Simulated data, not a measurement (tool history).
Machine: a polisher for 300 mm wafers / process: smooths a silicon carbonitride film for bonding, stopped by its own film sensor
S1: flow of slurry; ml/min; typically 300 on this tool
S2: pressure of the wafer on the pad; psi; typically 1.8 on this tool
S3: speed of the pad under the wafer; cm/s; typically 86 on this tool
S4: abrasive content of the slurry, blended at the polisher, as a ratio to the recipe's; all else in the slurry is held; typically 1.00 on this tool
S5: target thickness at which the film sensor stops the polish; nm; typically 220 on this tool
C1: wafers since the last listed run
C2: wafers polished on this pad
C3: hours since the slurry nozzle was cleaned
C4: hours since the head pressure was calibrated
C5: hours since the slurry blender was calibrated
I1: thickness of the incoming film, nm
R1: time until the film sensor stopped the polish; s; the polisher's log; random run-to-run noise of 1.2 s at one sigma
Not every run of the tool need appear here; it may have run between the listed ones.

| run | day | S1 | S2 | S3 | S4 | S5 | C1 | C2 | C3 | C4 | C5 | I1 | R1 |
|---|---|---|---|---|---|---|---|---|---|---|---|---|---|
| 1 | 0.000 | 300 | 1.8 | 86 | 1.00 | 218 | 0 | 1120 | 258.1 | 163.9 | 9.5 | 239.9 | 92.6 |
| 2 | 0.571 | 300 | 1.8 | 86 | 1.00 | 218 | 116 | 1237 | 271.8 | 177.6 | 23.2 | 238.8 | 87.6 |
| 3 | 1.317 | 345 | 1.8 | 86 | 1.00 | 224 | 152 | 1389 | 289.7 | 195.5 | 41.1 | 242.5 | 78.8 |
| 4 | 1.854 | 345 | 1.8 | 86 | 1.00 | 224 | 109 | 1499 | 302.6 | 208.4 | 54.0 | 241.5 | 74.3 |
|  | 2.375 | worn pad replaced by a new one |
| 5 | 2.396 | 300 | 1.8 | 72 | 1.00 | 220 | 76 | 4 | 315.6 | 221.4 | 67.0 | 237.9 | 86.7 |
| 6 | 2.767 | 300 | 1.8 | 72 | 1.00 | 220 | 75 | 80 | 324.5 | 230.3 | 75.9 | 237.8 | 88.8 |
| 7 | 3.221 | 300 | 1.8 | 66 | 1.00 | 220 | 92 | 173 | 335.4 | 241.2 | 86.8 | 240.0 | 100.7 |
|  | 3.842 | slurry nozzle cleaned |
| 8 | 3.900 | 300 | 1.8 | 66 | 1.00 | 220 | 130 | 303 | 1.4 | 257.5 | 103.1 | 235.4 | 78.1 |
| 9 | 4.483 | 300 | 1.8 | 66 | 1.00 | 220 | 119 | 423 | 15.4 | 271.5 | 117.1 | 239.7 | 101.1 |
| 10 | 4.871 | 300 | 1.8 | 86 | 1.00 | 220 | 79 | 502 | 24.7 | 280.8 | 126.4 | 244.2 | 105.4 |
| 11 | 5.225 | 300 | 1.8 | 86 | 1.00 | 220 | 72 | 575 | 33.2 | 289.3 | 134.9 | 238.2 | 73.8 |
| 12 | 5.729 | 300 | 1.8 | 86 | 1.00 | 220 | 103 | 678 | 45.3 | 301.4 | 147.0 | 238.3 | 77.2 |
| 13 | 6.175 | 215 | 1.8 | 86 | 1.00 | 220 | 91 | 769 | 56.0 | 312.1 | 157.7 | 242.3 | 99.7 |
|  | 6.562 | head pressure recalibrated |
| 14 | 6.721 | 300 | 2.1 | 96 | 0.90 | 214 | 94 | 864 | 69.1 | 3.8 | 170.8 | 236.8 | 78.6 |
| 15 | 7.183 | 300 | 1.8 | 116 | 1.00 | 215 | 94 | 958 | 80.2 | 14.9 | 181.9 | 239.4 | 79.2 |
|  | 7.454 | slurry blender recalibrated |
| 16 | 7.708 | 335 | 1.8 | 86 | 1.00 | 226 | 90 | 1049 | 92.8 | 27.5 | 6.1 | 238.8 | 54.2 |
|  | 8.875 | worn pad replaced by a new one |
| 17 | 9.188 | 300 | 1.4 | 86 | 1.25 | 220 | 268 | 63 | 128.3 | 63.0 | 41.6 | 240.6 | 99.6 |
| 18 | 9.888 | 300 | 1.5 | 86 | 0.75 | 220 | 143 | 207 | 145.1 | 79.8 | 58.4 | 243.3 | 137.7 |
| 19 | 10.392 | 300 | 1.8 | 86 | 1.00 | 220 | 103 | 310 | 157.2 | 91.9 | 70.5 | 238.5 | 77.8 |
| 20 | 10.829 | 300 | 1.8 | 86 | 1.00 | 220 | 89 | 399 | 167.7 | 102.4 | 81.0 | 240.3 | 85.1 |
| 21 | 11.150 | 300 | 1.8 | 86 | 0.75 | 220 | 65 | 465 | 175.4 | 110.1 | 88.7 | 238.1 | 88.1 |
| 22 | 11.871 | 220 | 1.6 | 72 | 1.20 | 220 | 147 | 613 | 192.7 | 127.4 | 106.0 | 241.6 | 113.5 |
| 23 | 12.483 | 300 | 1.8 | 86 | 1.00 | 220 | 125 | 738 | 207.4 | 142.1 | 120.7 | 241.6 | 92.6 |
| 24 | 12.792 | 265 | 2.0 | 86 | 1.00 | 220 | 63 | 801 | 214.8 | 149.5 | 128.1 | 241.4 | 79.6 |
| 25 | 13.200 | 330 | 1.8 | 86 | 1.00 | 220 | 83 | 885 | 224.6 | 159.3 | 137.9 | 242.0 | 90.7 |
| 26 | 13.804 | 300 | 1.8 | 86 | 1.00 | 220 | 123 | 1008 | 239.1 | 173.8 | 152.4 | 236.4 | 71.1 |
| 27 | 14.242 | 300 | 1.8 | 86 | 1.00 | 220 | 89 | 1098 | 249.6 | 184.3 | 162.9 | 243.4 | 98.2 |
| 28 | 14.754 | 300 | 1.8 | 86 | 0.70 | 223 | 104 | 1203 | 261.9 | 196.6 | 175.2 | 235.4 | 62.6 |
|  | 14.846 | slurry blender recalibrated |
| 29 | 15.275 | 395 | 1.8 | 64 | 1.20 | 222 | 89 | 1292 | 274.4 | 209.1 | 10.3 | 239.7 | 85.2 |
| 30 | 15.950 | 395 | 1.8 | 64 | 1.20 | 222 | 138 | 1430 | 290.6 | 225.3 | 26.5 | 243.4 | 101.6 |

The tool's hidden state at each run:
removal rate lost through wear of the pad, %: 0 on each run
slurry flow missing at the pad, %: 0 on each run
deviation of the head's pressure from its setpoint, %: 0 on each run
abrasive missing from the slurry, %: 0 on each run

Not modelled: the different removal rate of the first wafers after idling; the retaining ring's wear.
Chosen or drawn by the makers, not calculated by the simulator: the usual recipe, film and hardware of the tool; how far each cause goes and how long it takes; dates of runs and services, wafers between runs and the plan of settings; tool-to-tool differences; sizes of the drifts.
